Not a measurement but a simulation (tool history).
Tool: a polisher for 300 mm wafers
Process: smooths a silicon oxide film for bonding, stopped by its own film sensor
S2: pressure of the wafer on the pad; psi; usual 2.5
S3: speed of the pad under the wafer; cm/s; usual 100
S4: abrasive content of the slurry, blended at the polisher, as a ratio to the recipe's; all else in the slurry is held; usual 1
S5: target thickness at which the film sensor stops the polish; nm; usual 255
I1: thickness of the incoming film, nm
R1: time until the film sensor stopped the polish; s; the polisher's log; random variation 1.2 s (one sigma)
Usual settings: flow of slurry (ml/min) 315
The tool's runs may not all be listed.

Run 1, hour 0: usual settings; I1 317.4. Result: R1 72.7 s.
At hour 33.3: slurry blender recalibrated.
Run 2, hour 44.8: usual settings; I1 318.1. Result: R1 65.6 s.
Run 3, hour 95.8: usual settings; I1 315.2. Result: R1 64.1 s.
Run 4, hour 178.6: usual settings; I1 316.1. Result: R1 67 s.
At hour 238.5: worn pad replaced by a new one.
Run 5, hour 268.3: usual settings; I1 320.6. Result: R1 77.6 s.
At hour 315.2: slurry nozzle cleaned.
At hour 440.9: slurry blender recalibrated.
At hour 531.4: worn pad replaced by a new one.
At hour 550.2: head pressure recalibrated.
Run 6, hour 572.4: usual settings; I1 320.5. Result: R1 71.2 s.
Run 7, hour 630.9: usual settings but flow of slurry (ml/min) 250; I1 323.2. Result: R1 78.6 s.
At hour 669.2: slurry nozzle cleaned.
Run 8, hour 710.9: usual settings but flow of slurry (ml/min) 250; I1 320.4. Result: R1 78.5 s.
Run 9, hour 755.9: usual settings; I1 319.3. Result: R1 78.7 s.
Run 10, hour 797.7: usual settings; I1 324.8. Result: R1 86.2 s.
At hour 808.5: slurry blender recalibrated.
At hour 833.9: worn pad replaced by a new one.
Run 11, hour 858.7: usual settings; I1 322.1. Result: R1 70.1 s.

Run 12 comes next. What will it give?
Run 12, hour 962.8: usual settings but flow of slurry (ml/min) 400, S3 68 cm/s, S5 248 nm; I1 319.2. Result: R1 ?.

R1: 101.2 s
Without the tool's hidden state the same run would have given R1 95.2 s.
